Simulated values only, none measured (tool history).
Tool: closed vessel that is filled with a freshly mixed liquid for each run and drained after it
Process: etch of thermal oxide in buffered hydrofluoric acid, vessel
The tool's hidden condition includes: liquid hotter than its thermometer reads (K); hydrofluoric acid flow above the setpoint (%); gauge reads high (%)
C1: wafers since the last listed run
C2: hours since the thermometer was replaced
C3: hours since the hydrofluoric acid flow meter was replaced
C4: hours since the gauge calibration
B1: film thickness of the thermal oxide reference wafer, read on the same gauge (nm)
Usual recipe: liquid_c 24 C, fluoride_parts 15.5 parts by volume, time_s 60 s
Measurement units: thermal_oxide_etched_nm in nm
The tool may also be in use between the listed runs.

Run 1, hour 0: usual settings; C1 0; C2 1151; C3 1104.3; C4 425; B1 100.06. Result: thermal_oxide_etched_nm 44.97 nm.
Run 2, hour 52.9: usual settings; C1 5431; C2 1203.9; C3 1157.2; C4 477.9; B1 100.03. Result: thermal_oxide_etched_nm 44.46 nm.
Run 3, hour 120.5: usual settings; C1 6940; C2 1271.5; C3 1224.8; C4 545.5; B1 99.97. Result: thermal_oxide_etched_nm 45.04 nm.
Run 4, hour 175.5: usual settings; C1 5646; C2 1326.5; C3 1279.8; C4 600.5; B1 100. Result: thermal_oxide_etched_nm 44.56 nm.
Run 5, hour 215.6: usual settings; C1 4117; C2 1366.6; C3 1319.9; C4 640.6; B1 99.98. Result: thermal_oxide_etched_nm 45 nm.
Run 6, hour 265.9: usual settings; C1 5164; C2 1416.9; C3 1370.2; C4 690.9; B1 99.97. Result: thermal_oxide_etched_nm 44.91 nm.
Run 7, hour 308.5: usual settings; C1 4373; C2 1459.5; C3 1412.8; C4 733.5; B1 99.98. Result: thermal_oxide_etched_nm 44.82 nm.
Run 8, hour 332.5: usual settings; C1 2464; C2 1483.5; C3 1436.8; C4 757.5; B1 99.99. Result: thermal_oxide_etched_nm 45.06 nm.
Run 9, hour 397.2: usual settings; C1 6642; C2 1548.2; C3 1501.5; C4 822.2; B1 100.04. Result: thermal_oxide_etched_nm 45.44 nm.
At hour 425.1: gauge calibrated.
Run 10, hour 431.5: usual settings but fluoride_parts 13.5 parts by volume; C1 3521; C2 1582.5; C3 1535.8; C4 6.4; B1 100. Result: thermal_oxide_etched_nm 51.64 nm.
Run 11, hour 480: usual settings but fluoride_parts 13.5 parts by volume; C1 4979; C2 1631; C3 1584.3; C4 54.9; B1 99.97. Result: thermal_oxide_etched_nm 52.75 nm.
At hour 483: thermometer replaced.
Run 12, hour 515.2: usual settings but fluoride_parts 13.5 parts by volume; C1 3511; C2 32.2; C3 1619.5; C4 90.1; B1 99.99. Result: thermal_oxide_etched_nm 55.49 nm.
At hour 533.4: hydrofluoric acid flow meter replaced.
Run 13, hour 550.4: usual settings; C1 3511; C2 67.4; C3 17; C4 125.3; B1 100. Result: thermal_oxide_etched_nm 47.88 nm.
Run 14, hour 600.3: usual settings; C1 5123; C2 117.3; C3 66.9; C4 175.2; B1 100. Result: thermal_oxide_etched_nm 47.97 nm.
Run 15, hour 666: usual settings but liquid_c 26.5 C, fluoride_parts 9.5 parts by volume, time_s 35 s; C1 6745; C2 183; C3 132.6; C4 240.9; B1 100. Result: thermal_oxide_etched_nm 51.32 nm.

Expected results for the next run?
Run 16, hour 722.1: usual settings; C1 5759; C2 239.1; C3 188.7; C4 297; B1 ?. Result: thermal_oxide_etched_nm ?.

B1: 100.02
thermal_oxide_etched_nm: 48.78 nm
Had the tool carried no hidden state, the very same run would have given thermal_oxide_etched_nm 41.01 nm.
